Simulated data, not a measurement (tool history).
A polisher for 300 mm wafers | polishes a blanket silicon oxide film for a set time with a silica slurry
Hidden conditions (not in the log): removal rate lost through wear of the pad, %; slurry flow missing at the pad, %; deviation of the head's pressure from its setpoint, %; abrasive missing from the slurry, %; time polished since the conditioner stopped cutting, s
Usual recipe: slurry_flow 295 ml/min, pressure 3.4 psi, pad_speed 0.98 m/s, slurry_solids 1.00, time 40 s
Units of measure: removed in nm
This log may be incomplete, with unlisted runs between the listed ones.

run    hour  slurry_flow  pressure  pad_speed  slurry_solids  time  wafers since the last listed run  wafers polished on this pad  hours since the slurry nozzle was cleaned  hours since the head pressure was calibrated  hours since the slurry blender was calibrated  hours since the conditioning disc was replaced  incoming thickness of the incoming film, nm  removed
  1     0.0          295       3.4       0.74           1.00    40                                 0                         2929                                      144.0                                         124.7                                           55.4                                            88.2                                       1195.3     78.0
       11.2  -- worn pad replaced by a new one
  2    28.9          295       3.4       0.74           1.00    40                               285                          203                                      172.9                                         153.6                                           84.3                                           117.1                                       1172.8     77.7
  3    70.0          295       3.4       0.98           1.00    40                               471                          674                                      214.0                                         194.7                                          125.4                                           158.2                                       1204.6     95.9
  4   141.1          295       3.4       0.98           1.00    40                               814                         1489                                      285.1                                         265.8                                          196.5                                           229.3                                       1198.7     95.3
  5   200.1          295       3.4       0.98           1.00    40                               676                         2165                                      344.1                                         324.8                                          255.5                                           288.3                                       1203.9     93.7
  6   271.0          295       3.4       0.98           1.00    40                               812                         2978                                      415.0                                         395.7                                          326.4                                           359.2                                       1177.9     92.4
      278.4  -- slurry blender recalibrated
      304.5  -- worn pad replaced by a new one
  7   320.9          295       3.4       0.98           1.00    40                               503                          187                                      464.9                                         445.6                                           42.5                                           409.1                                       1207.6     93.5
  8   382.3          240       3.4       0.98           1.00    40                               703                          891                                      526.3                                         507.0                                          103.9                                           470.5                                       1182.6     89.6
  9   420.4          240       3.4       0.98           1.00    40                               436                         1328                                      564.4                                         545.1                                          142.0                                           508.6                                       1178.8     89.0
 10   478.7          325       3.4       1.22           1.00    40                               668                         1996                                      622.7                                         603.4                                          200.3                                           566.9                                       1191.8    108.5
      487.1  -- slurry nozzle cleaned
      498.4  -- head pressure recalibrated
      502.5  -- conditioning disc replaced and pad reconditioned
 11   540.7          325       3.4       1.22           1.00    40                               653                         2649                                       53.6                                          42.3                                          262.3                                            38.2                                       1194.3    113.7
      562.7  -- slurry blender recalibrated
      595.9  -- worn pad replaced by a new one
 12   616.1          295       3.9       0.98           1.00    51                               795                          231                                      129.0                                         117.7                                           53.4                                           113.6                                       1172.2    134.7
 13   667.7          295       3.4       1.22           1.00    51                               591                          822                                      180.6                                         169.3                                          105.0                                           165.2                                       1194.9    145.2
 14   701.6          205       2.6       1.14           0.90    40                               388                         1211                                      214.5                                         203.2                                          138.9                                           199.1                                       1170.1     76.7
 15   837.1          295       4.3       0.98           1.00    40                              1553                         2764                                      350.0                                         338.7                                          274.4                                           334.6                                       1203.9    110.9
      852.8  -- worn pad replaced by a new one
      867.6  -- slurry blender recalibrated
 16   887.3          295       3.4       0.98           1.00    52                               506                          372                                      400.2                                         388.9                                           19.7                                           384.8                                       1175.0    123.1
 17   963.3          295       3.4       0.98           1.00    40                               871                         1243                                      476.2                                         464.9                                           95.7                                           460.8                                       1182.3     91.7
     1034.8  -- head pressure recalibrated
     1066.9  -- conditioning disc replaced and pad reconditioned
     1067.9  -- slurry nozzle cleaned
 18  1086.9          295       3.4       0.98           1.00    40                              1359                         2603                                       19.0                                          52.1                                          219.3                                            20.0                                       1203.2     95.5
 19  1118.3          295       3.9       0.98           1.00    51                               359                         2963                                       50.4                                          83.5                                          250.7                                            51.4                                       1177.5    136.2
     1129.2  -- worn pad replaced by a new one
     1176.7  -- slurry blender recalibrated
 20  1190.0          295       3.4       0.98           1.00    40                               753                          673                                      122.1                                         155.2                                           13.3                                           123.1                                       1201.4     96.1
 21  1247.6          295       4.1       0.98           0.75    40                               660                         1334                                      179.7                                         212.8                                           70.9                                           180.7                                       1194.3     85.6
 22  1275.6          295       2.2       0.72           1.00    40                               320                         1655                                      207.7                                         240.8                                           98.9                                           208.7                                       1204.8     57.2
 23  1339.9          295       3.4       0.98           1.00    46                               737                         2392                                      272.0                                         305.1                                          163.2                                           273.0                                       1188.2    109.1
 24  1382.5          295       3.8       0.98           1.00    44                               488                         2880                                      314.6                                         347.7                                          205.8                                           315.6                                       1193.2    113.0
     1402.7  -- worn pad replaced by a new one
 25  1437.2          295       2.3       1.10           1.00    40                               581                          395                                      369.3                                         402.4                                          260.5                                           370.3                                       1190.8     77.6

4 options for the next run, each taken on its own from the tool as it stands now. Forecast them:
  A  1437.6          295       3.4       0.98           1.00    45                                 4                          399                                      369.7                                         402.8                                          260.9                                           370.7                                       1206.0        ?
  B  1437.6          295       3.4       0.98           0.75    28                                 4                          399                                      369.7                                         402.8                                          260.9                                           370.7                                       1206.0        ?
  C  1437.6          205       3.4       0.98           1.00    40                                 4                          399                                      369.7                                         402.8                                          260.9                                           370.7                                       1206.0        ?
  D  1437.6          220       3.4       0.98           1.15    40                                 4                          399                                      369.7                                         402.8                                          260.9                                           370.7                                       1206.0        ?

run  removed
  A    104.4
  B     50.5
  C     87.1
  D     96.7
Stripped of hidden state, with their random variation kept, the same runs would have yielded:
run  removed
  A    108.3
  B     52.4
  C     92.0
  D    101.7
